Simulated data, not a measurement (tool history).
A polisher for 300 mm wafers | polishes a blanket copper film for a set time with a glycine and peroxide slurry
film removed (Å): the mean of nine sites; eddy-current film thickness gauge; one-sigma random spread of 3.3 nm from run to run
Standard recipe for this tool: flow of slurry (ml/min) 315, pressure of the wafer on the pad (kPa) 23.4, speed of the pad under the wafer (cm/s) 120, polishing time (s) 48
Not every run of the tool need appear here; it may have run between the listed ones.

run,hour,flow of slurry (ml/min),pressure of the wafer on the pad (kPa),speed of the pad under the wafer (cm/s),polishing time (s),wafers since the last listed run,wafers polished on this pad,hours since the slurry nozzle was cleaned,hours since the head pressure was calibrated,"incoming thickness of the incoming film, nm",film removed (Å)
1,0,315,23.4,120,48,0,345,623.7,796,2237.8,3379
2,8.3,315,23.4,120,48,73,418,632,804.3,2214.6,3286
3,23,315,23.4,120,48,129,547,646.7,819,2187.1,3293
# hour 32.3: worn pad replaced by a new one
4,33.4,335,23.4,120,35,56,9,657.1,829.4,2239.5,2501
5,43.5,335,23.4,120,35,89,98,667.2,839.5,2226.5,2499
6,55.9,355,23.4,120,48,109,208,679.6,851.9,2178.9,3453
7,70.8,355,23.4,120,48,131,339,694.5,866.8,2196.3,3389
# hour 84: head pressure recalibrated
# hour 93.9: worn pad replaced by a new one
8,123.8,355,23.4,120,48,414,263,747.5,39.8,2198.4,3381
9,131,315,23.4,120,43,63,326,754.7,47,2172.3,2996
10,141.2,425,23.4,134,35,89,416,764.9,57.2,2224.6,2729
# hour 148.8: slurry nozzle cleaned
11,150.6,315,20.7,104,48,74,490,1.8,66.6,2188.1,2651
# hour 164.6: worn pad replaced by a new one
12,165.8,245,23.4,140,35,98,10,17,81.8,2172.8,2796
13,177.5,315,29.6,120,34,103,113,28.7,93.5,2197.1,2950
14,186.8,205,20.7,86,48,82,195,38,102.8,2232.1,2137
15,196.5,315,23.4,120,48,85,281,47.7,112.5,2208.3,3373
16,212.1,315,23.4,120,48,137,418,63.3,128.1,2217.5,3329

Take each entry between the runs: how does the hidden state at the last listed run before it differ from the hidden state at the first listed run after it?
Runs 3 to 4: worn pad replaced by a new one (hour 32.3)
  removal rate lost through wear of the pad, %: 4.6 -> 0.0832
  measured less the result without the state, film removed (Å): -158 -> -2
Runs 7 to 8: head pressure recalibrated (hour 84); worn pad replaced by a new one (hour 93.9)
  removal rate lost through wear of the pad, %: 2.74 -> 2.52
  measured less the result without the state, film removed (Å): -95 -> -87
Runs 10 to 11: slurry nozzle cleaned (hour 148.8)
  removal rate lost through wear of the pad, %: 3.75 -> 4.42
  measured less the result without the state, film removed (Å): -107 -> -122
Runs 11 to 12: worn pad replaced by a new one (hour 164.6)
  removal rate lost through wear of the pad, %: 4.42 -> 0.645
  measured less the result without the state, film removed (Å): -122 -> -19
